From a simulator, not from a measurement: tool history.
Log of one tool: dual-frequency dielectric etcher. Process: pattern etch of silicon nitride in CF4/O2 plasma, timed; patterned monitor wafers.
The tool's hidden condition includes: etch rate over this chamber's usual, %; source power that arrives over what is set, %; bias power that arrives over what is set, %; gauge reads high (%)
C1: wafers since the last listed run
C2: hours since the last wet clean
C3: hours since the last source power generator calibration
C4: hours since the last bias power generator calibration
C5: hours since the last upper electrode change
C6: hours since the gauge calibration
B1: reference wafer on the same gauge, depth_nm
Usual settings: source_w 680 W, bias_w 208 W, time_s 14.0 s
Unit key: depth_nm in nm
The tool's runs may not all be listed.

Run 1, hour 0.0: usual settings but source_w 750 W, bias_w 240 W; C1 0; C2 400.9; C3 1823.3; C4 1445.4; C5 4922.1; C6 258.1; B1 42.21. Result: depth_nm 44.05 nm.
Run 2, hour 42.6: usual settings but source_w 750 W, bias_w 240 W; C1 940; C2 443.5; C3 1865.9; C4 1488.0; C5 4964.7; C6 300.7; B1 42.20. Result: depth_nm 44.22 nm.
Run 3, hour 58.9: usual settings but bias_w 171 W, time_s 12.5 s; C1 359; C2 459.8; C3 1882.2; C4 1504.3; C5 4981.0; C6 317.0; B1 42.18. Result: depth_nm 32.54 nm.
At hour 63.0: source power generator calibrated.
Run 4, hour 99.0: usual settings; C1 797; C2 499.9; C3 36.0; C4 1544.4; C5 5021.1; C6 357.1; B1 42.21. Result: depth_nm 40.50 nm.
Run 5, hour 110.3: usual settings; C1 249; C2 511.2; C3 47.3; C4 1555.7; C5 5032.4; C6 368.4; B1 42.19. Result: depth_nm 40.56 nm.
At hour 137.4: wet clean of the chamber.
Run 6, hour 137.9: usual settings; C1 79; C2 0.5; C3 74.9; C4 1583.3; C5 5060.0; C6 396.0; B1 42.21. Result: depth_nm 40.37 nm.
Run 7, hour 138.2: usual settings; C1 6; C2 0.8; C3 75.2; C4 1583.6; C5 5060.3; C6 396.3; B1 42.18. Result: depth_nm 40.31 nm.
Run 8, hour 144.8: usual settings but time_s 12.0 s; C1 145; C2 7.4; C3 81.8; C4 1590.2; C5 5066.9; C6 402.9; B1 42.24. Result: depth_nm 34.81 nm.
Run 9, hour 159.5: usual settings but time_s 12.0 s; C1 324; C2 22.1; C3 96.5; C4 1604.9; C5 5081.6; C6 417.6; B1 42.24. Result: depth_nm 34.68 nm.
Run 10, hour 172.0: usual settings but time_s 12.0 s; C1 276; C2 34.6; C3 109.0; C4 1617.4; C5 5094.1; C6 430.1; B1 42.22. Result: depth_nm 34.52 nm.
At hour 178.0: gauge calibrated.
Run 11, hour 180.2: usual settings but bias_w 241 W; C1 181; C2 42.8; C3 117.2; C4 1625.6; C5 5102.3; C6 2.2; B1 42.22. Result: depth_nm 42.73 nm.
At hour 205.0: upper electrode replaced.
Run 12, hour 205.5: usual settings; C1 28; C2 68.1; C3 142.5; C4 1650.9; C5 0.5; C6 27.5; B1 42.23. Result: depth_nm 40.59 nm.
Run 13, hour 206.5: usual settings but source_w 570 W, bias_w 175 W; C1 22; C2 69.1; C3 143.5; C4 1651.9; C5 1.5; C6 28.5; B1 42.21. Result: depth_nm 33.35 nm.
Run 14, hour 217.2: usual settings but bias_w 180 W; C1 236; C2 79.8; C3 154.2; C4 1662.6; C5 12.2; C6 39.2; B1 42.21. Result: depth_nm 38.47 nm.
At hour 225.0: bias power generator calibrated.
Run 15, hour 225.5: usual settings but source_w 750 W, bias_w 240 W; C1 94; C2 88.1; C3 162.5; C4 0.5; C5 20.5; C6 47.5; B1 42.19. Result: depth_nm 46.04 nm.
Run 16, hour 237.2: usual settings but source_w 750 W, bias_w 240 W; C1 258; C2 99.8; C3 174.2; C4 12.2; C5 32.2; C6 59.2; B1 42.20. Result: depth_nm 45.96 nm.
Run 17, hour 253.2: usual settings but bias_w 162 W; C1 353; C2 115.8; C3 190.2; C4 28.2; C5 48.2; C6 75.2; B1 42.20. Result: depth_nm 36.87 nm.
Run 18, hour 269.7: usual settings but source_w 760 W, time_s 12.0 s; C1 364; C2 132.3; C3 206.7; C4 44.7; C5 64.7; C6 91.7; B1 42.24. Result: depth_nm 37.87 nm.
Run 19, hour 276.4: usual settings but source_w 760 W, bias_w 246 W; C1 147; C2 139.0; C3 213.4; C4 51.4; C5 71.4; C6 98.4; B1 42.22. Result: depth_nm 46.78 nm.
Run 20, hour 285.1: usual settings but time_s 16.5 s; C1 192; C2 147.7; C3 222.1; C4 60.1; C5 80.1; C6 107.1; B1 42.24. Result: depth_nm 47.53 nm.
Run 21, hour 298.6: usual settings but bias_w 230 W; C1 298; C2 161.2; C3 235.6; C4 73.6; C5 93.6; C6 120.6; B1 42.15. Result: depth_nm 42.05 nm.
Run 22, hour 309.5: usual settings but source_w 590 W; C1 240; C2 172.1; C3 246.5; C4 84.5; C5 104.5; C6 131.5; B1 42.18. Result: depth_nm 36.33 nm.
Run 23, hour 322.9: usual settings; C1 295; C2 185.5; C3 259.9; C4 97.9; C5 117.9; C6 144.9; B1 42.20. Result: depth_nm 40.32 nm.
Run 24, hour 329.6: usual settings; C1 147; C2 192.2; C3 266.6; C4 104.6; C5 124.6; C6 151.6; B1 42.21. Result: depth_nm 40.40 nm.
Run 25, hour 343.6: usual settings but source_w 730 W, bias_w 193 W, time_s 16.5 s; C1 309; C2 206.2; C3 280.6; C4 118.6; C5 138.6; C6 165.6; B1 42.18. Result: depth_nm 49.08 nm.
Run 26, hour 361.5: usual settings; C1 395; C2 224.1; C3 298.5; C4 136.5; C5 156.5; C6 183.5; B1 42.19. Result: depth_nm 40.34 nm.
Run 27, hour 368.8: usual settings but source_w 610 W, time_s 17.0 s; C1 161; C2 231.4; C3 305.8; C4 143.8; C5 163.8; C6 190.8; B1 42.24. Result: depth_nm 45.18 nm.
Run 28, hour 378.7: usual settings; C1 218; C2 241.3; C3 315.7; C4 153.7; C5 173.7; C6 200.7; B1 42.22. Result: depth_nm 40.55 nm.
Run 29, hour 394.4: usual settings but bias_w 231 W; C1 346; C2 257.0; C3 331.4; C4 169.4; C5 189.4; C6 216.4; B1 42.22. Result: depth_nm 41.94 nm.

Give the tool's hidden conditions for every run:
etch rate over this chamber's usual, %: 0 on each run
bias power that arrives over what is set, %: 0 on each run
gauge reads high (%): 0 on each run
H1: source power that arrives over what is set, %
run      H1
  1   -5.51
  2   -5.76
  3   -5.86
  4  -0.477
  5  -0.479
  6  -0.484
  7  -0.484
  8  -0.486
  9   -0.49
 10  -0.494
 11  -0.497
 12  -0.507
 13  -0.508
 14  -0.513
 15  -0.517
 16  -0.523
 17  -0.532
 18  -0.543
 19  -0.547
 20  -0.553
 21  -0.563
 22  -0.571
 23  -0.582
 24  -0.588
 25    -0.6
 26  -0.616
 27  -0.623
 28  -0.633
 29  -0.649
